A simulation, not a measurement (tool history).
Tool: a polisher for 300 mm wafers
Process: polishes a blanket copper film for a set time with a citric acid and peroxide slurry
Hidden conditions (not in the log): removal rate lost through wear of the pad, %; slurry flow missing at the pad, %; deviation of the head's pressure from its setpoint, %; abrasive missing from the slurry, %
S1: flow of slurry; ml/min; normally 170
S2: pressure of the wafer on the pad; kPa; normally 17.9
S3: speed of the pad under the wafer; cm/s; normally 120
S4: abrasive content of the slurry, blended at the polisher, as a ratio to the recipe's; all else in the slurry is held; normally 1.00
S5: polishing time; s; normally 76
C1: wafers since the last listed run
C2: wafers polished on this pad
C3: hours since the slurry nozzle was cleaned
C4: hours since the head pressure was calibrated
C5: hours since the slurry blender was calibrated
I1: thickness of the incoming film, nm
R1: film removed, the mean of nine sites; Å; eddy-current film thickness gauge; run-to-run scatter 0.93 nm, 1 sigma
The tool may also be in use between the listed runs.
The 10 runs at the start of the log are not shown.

| run | hour | S1 | S2 | S3 | S4 | S5 | C1 | C2 | C3 | C4 | C5 | I1 | R1 |
|---|---|---|---|---|---|---|---|---|---|---|---|---|---|
| 11 | 152.2 | 170 | 17.9 | 120 | 1.00 | 76 | 214 | 991 | 717.1 | 1074.8 | 355.1 | 1170.7 | 1481 |
|  | 162.8 | slurry nozzle cleaned |
| 12 | 163.7 | 170 | 17.9 | 120 | 1.00 | 76 | 140 | 1131 | 0.9 | 1086.3 | 366.6 | 1183.6 | 1551 |
| 13 | 174.2 | 170 | 17.9 | 120 | 1.00 | 76 | 140 | 1271 | 11.4 | 1096.8 | 377.1 | 1175.1 | 1550 |
|  | 181.9 | worn pad replaced by a new one |
| 14 | 200.9 | 170 | 22.1 | 120 | 1.05 | 76 | 302 | 253 | 38.1 | 1123.5 | 403.8 | 1189.3 | 1898 |
| 15 | 213.5 | 170 | 22.1 | 120 | 1.05 | 76 | 168 | 421 | 50.7 | 1136.1 | 416.4 | 1197.4 | 1913 |
|  | 224.9 | slurry blender recalibrated |
| 16 | 225.4 | 170 | 17.9 | 120 | 1.00 | 76 | 132 | 553 | 62.6 | 1148.0 | 0.5 | 1177.7 | 1556 |
| 17 | 233.4 | 170 | 22.8 | 158 | 1.00 | 76 | 106 | 660 | 70.6 | 1156.0 | 8.5 | 1169.3 | 2577 |
| 18 | 246.1 | 170 | 17.9 | 120 | 1.00 | 52 | 169 | 830 | 83.3 | 1168.7 | 21.2 | 1198.6 | 1052 |
| 19 | 255.3 | 170 | 17.9 | 136 | 1.20 | 62 | 122 | 952 | 92.5 | 1177.9 | 30.4 | 1192.7 | 1501 |
| 20 | 261.4 | 170 | 14.5 | 156 | 1.00 | 76 | 81 | 1034 | 98.6 | 1184.0 | 36.5 | 1173.7 | 1604 |
|  | 266.8 | head pressure recalibrated |
| 21 | 268.0 | 195 | 17.9 | 120 | 1.00 | 76 | 61 | 1095 | 105.2 | 1.2 | 43.1 | 1156.5 | 1576 |
|  | 273.4 | worn pad replaced by a new one, of another model than before |
| 22 | 304.7 | 170 | 17.9 | 154 | 1.00 | 76 | 436 | 417 | 141.9 | 37.9 | 79.8 | 1187.2 | 1777 |
| 23 | 320.6 | 225 | 21.4 | 148 | 1.00 | 83 | 212 | 629 | 157.8 | 53.8 | 95.7 | 1188.3 | 2254 |
| 24 | 336.4 | 170 | 17.9 | 120 | 1.00 | 76 | 210 | 840 | 173.6 | 69.6 | 111.5 | 1183.1 | 1530 |
| 25 | 346.6 | 170 | 17.9 | 120 | 1.00 | 76 | 136 | 976 | 183.8 | 79.8 | 121.7 | 1175.3 | 1544 |
|  | 357.0 | worn pad replaced by a new one |
| 26 | 357.5 | 170 | 17.9 | 120 | 1.00 | 76 | 92 | 6 | 194.7 | 90.7 | 132.6 | 1178.0 | 1555 |
| 27 | 368.5 | 170 | 17.9 | 120 | 0.70 | 76 | 146 | 153 | 205.7 | 101.7 | 143.6 | 1182.6 | 1374 |
| 28 | 385.0 | 225 | 16.5 | 120 | 1.00 | 76 | 220 | 373 | 222.2 | 118.2 | 160.1 | 1175.1 | 1483 |
| 29 | 400.6 | 170 | 17.9 | 120 | 1.00 | 76 | 208 | 581 | 237.8 | 133.8 | 175.7 | 1194.2 | 1537 |
| 30 | 407.8 | 215 | 15.9 | 134 | 0.75 | 76 | 96 | 677 | 245.0 | 141.0 | 182.9 | 1178.5 | 1383 |

Forecast each of these 3 alternatives for the next run:
| A | 408.3 | 170 | 17.9 | 120 | 1.00 | 76 | 6 | 684 | 245.5 | 141.5 | 183.4 | 1155.6 | ? |
| B | 408.3 | 170 | 13.8 | 120 | 1.25 | 76 | 6 | 684 | 245.5 | 141.5 | 183.4 | 1155.6 | ? |
| C | 408.3 | 170 | 20.0 | 120 | 1.00 | 101 | 6 | 684 | 245.5 | 141.5 | 183.4 | 1155.6 | ? |

| run | R1 |
|---|---|
| A | 1551 |
| B | 1362 |
| C | 2243 |
With the hidden condition removed and each run's random variation left untouched, the same runs would have given:
| run | R1 |
|---|---|
| A | 1564 |
| B | 1374 |
| C | 2263 |
